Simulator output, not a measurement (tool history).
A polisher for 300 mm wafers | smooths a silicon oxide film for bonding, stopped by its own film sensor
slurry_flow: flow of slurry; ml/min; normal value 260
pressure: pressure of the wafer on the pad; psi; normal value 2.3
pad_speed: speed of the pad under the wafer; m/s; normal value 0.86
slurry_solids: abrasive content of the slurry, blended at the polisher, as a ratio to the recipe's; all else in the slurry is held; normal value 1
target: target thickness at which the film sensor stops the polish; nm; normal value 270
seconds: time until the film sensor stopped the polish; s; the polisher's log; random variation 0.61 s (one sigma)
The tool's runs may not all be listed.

run   hour  slurry_flow  pressure  pad_speed  slurry_solids  target  incoming thickness of the incoming film, nm  seconds
  1    0.0          260       2.3       0.86              1     270                                        319.2     65.8
      13.8  -- worn pad replaced by a new one
  2   14.3          260       2.3       0.86              1     270                                        321.2     68.8
  3   27.6          260       2.3       0.86              1     270                                        319.3     65.5
  4   38.0          260       2.3       0.86              1     270                                        324.4     73.1
  5   52.4          315       2.3       0.86              1     270                                        317.5     63.4
  6   65.1          260       2.3       0.86              1     270                                        320.0     67.8
  7   73.7          260       2.3       0.86              1     270                                        322.2     70.3
  8   82.9          260       2.5       0.86              1     270                                        320.0     61.2
     105.3  -- slurry nozzle cleaned
  9  124.0          260       2.3       0.86              1     270                                        325.8     75.4
     142.6  -- head pressure recalibrated
 10  143.1          260       2.3       0.86              1     270                                        322.0     70.0
     168.5  -- slurry blender recalibrated
 11  194.3          260       2.3       0.86              1     270                                        320.5     64.9
 12  205.4          260       2.3       0.86              1     270                                        318.3     63.0

The next listed run, before its measurement:
 13  219.0          200       2.0       0.70              1     254                                        324.1        ?

seconds: 125.5 s
The same run, on a tool lacking any hidden state, would have yielded seconds 123.8 s.
